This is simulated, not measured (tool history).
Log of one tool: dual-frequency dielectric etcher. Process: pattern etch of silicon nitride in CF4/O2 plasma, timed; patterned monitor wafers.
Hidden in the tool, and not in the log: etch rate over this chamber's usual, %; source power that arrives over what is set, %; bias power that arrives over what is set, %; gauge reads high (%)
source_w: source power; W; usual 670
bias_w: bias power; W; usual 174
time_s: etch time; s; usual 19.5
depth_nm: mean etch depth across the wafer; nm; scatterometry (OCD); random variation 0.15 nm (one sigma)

run,hour,source_w,bias_w,time_s,wafers since the last listed run,hours since the last wet clean,hours since the last source power generator calibration,hours since the last bias power generator calibration,hours since the last upper electrode change,hours since the gauge calibration,"read-back reference wafer on the same gauge, depth_nm",depth_nm
1,0.0,670,174,19.5,0,275.0,1563.2,3637.1,4258.6,672.7,50.7,47.1
2,111.9,670,174,19.5,1554,386.9,1675.1,3749.0,4370.5,784.6,50.8,47.4
3,140.2,730,174,19.5,393,415.2,1703.4,3777.3,4398.8,812.9,50.7,49.9
4,192.5,730,174,19.5,726,467.5,1755.7,3829.6,4451.1,865.2,50.7,50.1
5,220.2,670,174,19.5,384,495.2,1783.4,3857.3,4478.8,892.9,50.7,47.4
6,270.4,670,174,19.5,697,545.4,1833.6,3907.5,4529.0,943.1,50.7,47.4
# hour 319.1: upper electrode replaced
# hour 333.3: wet clean of the chamber
7,336.1,670,174,19.5,381,2.8,1899.3,3973.2,17.0,1008.8,50.7,46.3
8,387.5,670,174,19.5,714,54.2,1950.7,4024.6,68.4,1060.2,50.7,46.9
9,431.9,670,174,17.5,616,98.6,1995.1,4069.0,112.8,1104.6,50.7,42.2
10,464.0,670,174,17.5,445,130.7,2027.2,4101.1,144.9,1136.7,50.7,42.0
11,496.8,670,174,19.5,455,163.5,2060.0,4133.9,177.7,1169.5,50.7,46.8
# hour 515.1: gauge calibrated
12,541.6,670,174,19.5,622,208.3,2104.8,4178.7,222.5,26.5,50.7,47.0
13,578.7,670,174,19.5,515,245.4,2141.9,4215.8,259.6,63.6,50.7,46.7
14,621.5,720,174,19.5,594,288.2,2184.7,4258.6,302.4,106.4,50.7,49.1
15,655.8,670,174,19.5,476,322.5,2219.0,4292.9,336.7,140.7,50.7,47.1
# hour 706.5: source power generator calibrated
16,707.0,750,208,25.5,655,373.7,0.5,4344.1,387.9,191.9,50.7,74.0
17,738.0,580,150,25.0,430,404.7,31.5,4375.1,418.9,222.9,50.7,53.0
# hour 768.8: bias power generator calibrated
18,786.4,670,174,17.5,616,453.1,79.9,17.6,467.3,271.3,50.7,43.5
19,833.4,670,174,19.5,652,500.1,126.9,64.6,514.3,318.3,50.7,48.6
20,877.0,620,174,14.5,605,543.7,170.5,108.2,557.9,361.9,50.7,34.4
21,901.5,800,174,21.5,340,568.2,195.0,132.7,582.4,386.4,50.7,60.4
22,945.8,670,174,19.5,615,612.5,239.3,177.0,626.7,430.7,50.7,48.6
# hour 1009.1: wet clean of the chamber
23,1015.1,750,174,17.0,629,6.0,308.6,246.3,696.0,500.0,50.7,44.6
24,1042.0,800,196,25.0,373,32.9,335.5,273.2,722.9,526.9,50.7,71.7

Forecast each of these 4 alternatives for the next run:
A,1042.4,670,174,19.5,5,33.3,335.9,273.6,723.3,527.3,?,?
B,1042.4,550,174,19.5,5,33.3,335.9,273.6,723.3,527.3,?,?
C,1042.4,670,135,19.5,5,33.3,335.9,273.6,723.3,527.3,?,?
D,1042.4,710,174,21.0,5,33.3,335.9,273.6,723.3,527.3,?,?

run,"read-back reference wafer on the same gauge, depth_nm",depth_nm
A,50.7,47.5
B,50.7,41.9
C,50.7,42.3
D,50.7,53.1
Without the tool's hidden state the same runs would have given:
run,depth_nm
A,47.6
B,42.1
C,42.5
D,53.3
